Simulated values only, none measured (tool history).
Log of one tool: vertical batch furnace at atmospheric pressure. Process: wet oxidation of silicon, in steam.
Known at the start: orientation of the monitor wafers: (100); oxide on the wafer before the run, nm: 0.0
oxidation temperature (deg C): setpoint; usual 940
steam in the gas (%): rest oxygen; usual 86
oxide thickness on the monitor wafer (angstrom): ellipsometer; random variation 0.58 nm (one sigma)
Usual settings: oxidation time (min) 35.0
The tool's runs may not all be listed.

run   hour  oxidation temperature (deg C)  oxidation time (min)  steam in the gas (%)  read-back reference wafer on the same gauge, thickness  oxide thickness on the monitor wafer (angstrom)
  1    0.0                            940                  35.0                    86                                                  157.10                                           1464.0
  2   18.7                            940                  35.0                    86                                                  157.21                                           1457.8
  3   37.2                            940                  35.0                    95                                                  157.04                                           1584.1
  4   53.3                            940                  35.0                    86                                                  156.93                                           1453.2
  5   64.1                            940                  35.0                    86                                                  156.92                                           1467.1
  6   80.7                            940                  35.0                    86                                                  156.99                                           1461.2
  7   99.4                            940                  35.0                    86                                                  157.03                                           1464.7
  8  115.7                            940                  35.0                    86                                                  157.12                                           1463.0
  9  124.2                            929                  30.0                    86                                                  156.92                                           1119.4
 10  133.6                            929                  30.0                    86                                                  156.89                                           1124.0
 11  150.0                            940                  35.0                    86                                                  156.90                                           1461.4
 12  202.4                            940                  35.0                    86                                                  157.04                                           1459.4
 13  238.0                            958                  35.0                    86                                                  156.92                                           1784.0
 14  242.6                            958                  35.0                    86                                                  157.01                                           1785.1
 15  249.0                            958                  35.0                    86                                                  157.05                                           1799.2
 16  256.9                            931                  43.0                    86                                                  156.97                                           1589.6
 17  273.6                            949                  27.0                    86                                                  157.05                                           1292.1
 18  284.5                            940                  35.0                    86                                                  156.96                                           1468.1
 19  293.3                            957                  40.5                    93                                                  157.08                                           2139.3
 20  304.5                            964                  28.0                    86                                                  156.91                                           1583.4
 21  322.5                            953                  29.0                    86                                                  157.07                                           1447.5
 22  356.9                            940                  35.0                    86                                                  156.96                                           1461.6
 23  361.4                            940                  35.0                    86                                                  156.96                                           1467.4
 24  366.0                            951                  21.5                    79                                                  156.94                                           1003.8
 25  370.5                            940                  44.0                    86                                                  156.96                                           1780.8
 26  385.6                            940                  35.0                    92                                                  157.15                                           1558.0
 27  398.6                            929                  46.0                    79                                                  156.92                                           1527.7
 28  416.7                            940                  17.5                    86                                                  157.19                                            781.0
 29  435.7                            940                  35.0                    97                                                  156.95                                           1619.7
 30  444.8                            924                  51.0                    86                                                  156.99                                           1695.2
 31  452.9                            964                  19.5                    93                                                  157.09                                           1240.5
 32  467.8                            929                  30.0                    86                                                  157.12                                           1134.2
 33  476.1                            928                  27.0                    75                                                  157.00                                            898.4
 34  496.4                            927                  24.5                    86                                                  157.16                                            917.6
 35  518.6                            940                  35.0                    86                                                  156.90                                           1460.0
 36  528.8                            930                  35.0                    82                                                  156.95                                           1261.9
 37  541.7                            949                  28.0                    86                                                  157.10                                           1333.9

Not shown: 3 entries that the log had between the listed runs. Between which runs, and how does the tool's hidden state differ before and after?
Between runs 11 and 12: gauge calibrated (hour 175.2)
  no hidden state differs between the two runs
Between runs 12 and 13: steam generator serviced (hour 237.5)
  no hidden state differs between the two runs
Between runs 21 and 22: thermocouples replaced and temperature profile calibrated (hour 356.4)
  no hidden state differs between the two runs

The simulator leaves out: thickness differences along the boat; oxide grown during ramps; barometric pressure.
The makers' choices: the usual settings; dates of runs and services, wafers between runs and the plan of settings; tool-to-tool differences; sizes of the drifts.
